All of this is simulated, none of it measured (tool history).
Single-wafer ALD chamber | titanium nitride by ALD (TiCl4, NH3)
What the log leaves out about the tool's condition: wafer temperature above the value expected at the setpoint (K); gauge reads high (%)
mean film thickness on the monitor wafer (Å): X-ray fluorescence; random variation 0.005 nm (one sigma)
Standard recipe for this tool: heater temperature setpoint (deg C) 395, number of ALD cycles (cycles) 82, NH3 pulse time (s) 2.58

run,hour,heater temperature setpoint (deg C),number of ALD cycles (cycles),NH3 pulse time (s),wafers since the last listed run,hours since the last thermocouple change,hours since the showerhead was replaced,hours since the gauge calibration,"read-back reference wafer on the same gauge, thickness_nm",mean film thickness on the monitor wafer (Å)
1,0.0,395,82,3.25,0,1151.1,3625.3,164.8,2.177,20.16
2,63.9,395,76,2.58,213,1215.0,3689.2,228.7,2.178,18.54
3,91.7,395,76,2.58,93,1242.8,3717.0,256.5,2.178,18.55
4,130.8,395,76,2.58,130,1281.9,3756.1,295.6,2.177,18.43
5,179.4,395,74,2.58,162,1330.5,3804.7,344.2,2.176,18.03
6,204.0,395,74,2.58,82,1355.1,3829.3,368.8,2.176,17.93
7,260.2,395,82,2.58,188,1411.3,3885.5,425.0,2.176,19.96
8,295.0,395,82,2.58,116,1446.1,3920.3,459.8,2.175,20.02
9,474.2,405,82,2.58,599,1625.3,4099.5,639.0,2.171,19.98
10,534.2,386,82,3.26,200,1685.3,4159.5,699.0,2.170,19.95
11,591.3,386,82,3.26,191,1742.4,4216.6,756.1,2.167,19.98
12,645.5,395,82,2.58,181,1796.6,4270.8,810.3,2.167,19.86
13,688.0,395,82,2.58,142,1839.1,4313.3,852.8,2.166,19.91
# hour 732.0: showerhead replaced
14,749.7,395,82,2.58,179,1900.8,17.7,914.5,2.162,19.90
15,809.9,395,71,2.58,201,1961.0,77.9,974.7,2.161,17.16
16,852.5,395,71,2.58,142,2003.6,120.5,1017.3,2.159,17.18
17,887.0,395,71,2.58,115,2038.1,155.0,1051.8,2.158,17.14
18,952.1,404,82,2.58,217,2103.2,220.1,1116.9,2.155,19.84
# hour 955.4: gauge calibrated
19,1000.4,404,82,2.58,161,2151.5,268.4,45.0,2.181,20.12
20,1048.0,395,82,2.58,159,2199.1,316.0,92.6,2.180,20.03
21,1098.6,395,82,2.58,169,2249.7,366.6,143.2,2.179,20.03
22,1128.1,395,82,2.58,98,2279.2,396.1,172.7,2.179,20.04
23,1194.8,395,82,2.58,223,2345.9,462.8,239.4,2.179,20.03
24,1227.6,395,82,2.58,109,2378.7,495.6,272.2,2.178,19.98
25,1286.2,402,82,2.58,196,2437.3,554.2,330.8,2.177,20.07
# hour 1304.0: thermocouple changed; heater temperature recalibrated
26,1324.0,386,82,3.26,99,20.0,592.0,368.6,2.176,19.92
27,1351.6,399,87,3.52,92,47.6,619.6,396.2,2.175,21.55
28,1411.1,395,82,2.58,199,107.1,679.1,455.7,2.176,19.91
29,1481.2,395,82,2.58,234,177.2,749.2,525.8,2.175,19.95
30,1526.0,386,82,3.11,149,222.0,794.0,570.6,2.174,20.03
31,1551.0,384,76,2.58,83,247.0,819.0,595.6,2.173,18.34
32,1578.5,399,72,1.60,92,274.5,846.5,623.1,2.172,17.18
33,1627.5,404,97,1.66,164,323.5,895.5,672.1,2.172,23.32
34,1691.9,403,67,2.25,215,387.9,959.9,736.5,2.170,16.19
35,1752.2,395,82,2.58,201,448.2,1020.2,796.8,2.169,19.81
36,1810.8,403,82,3.03,196,506.8,1078.8,855.4,2.165,20.13
37,1836.5,387,97,2.58,86,532.5,1104.5,881.1,2.165,23.32
38,1873.1,383,82,2.58,122,569.1,1141.1,917.7,2.163,19.65
39,1922.6,385,82,2.58,165,618.6,1190.6,967.2,2.162,19.64
40,1988.3,395,82,2.92,219,684.3,1256.3,1032.9,2.159,19.91

Here are 3 independent what-if runs from the current tool condition. What would each one return?
A,1988.9,395,82,2.58,2,684.9,1256.9,1033.5,?,?
B,1988.9,406,69,2.99,2,684.9,1256.9,1033.5,?,?
C,1988.9,382,71,2.58,2,684.9,1256.9,1033.5,?,?

run,"read-back reference wafer on the same gauge, thickness_nm",mean film thickness on the monitor wafer (Å)
A,2.159,19.89
B,2.159,16.91
C,2.159,17.05
Stripped of hidden state, with their random variation kept, the same runs would have yielded:
run,mean film thickness on the monitor wafer (Å)
A,20.08
B,17.06
C,17.21
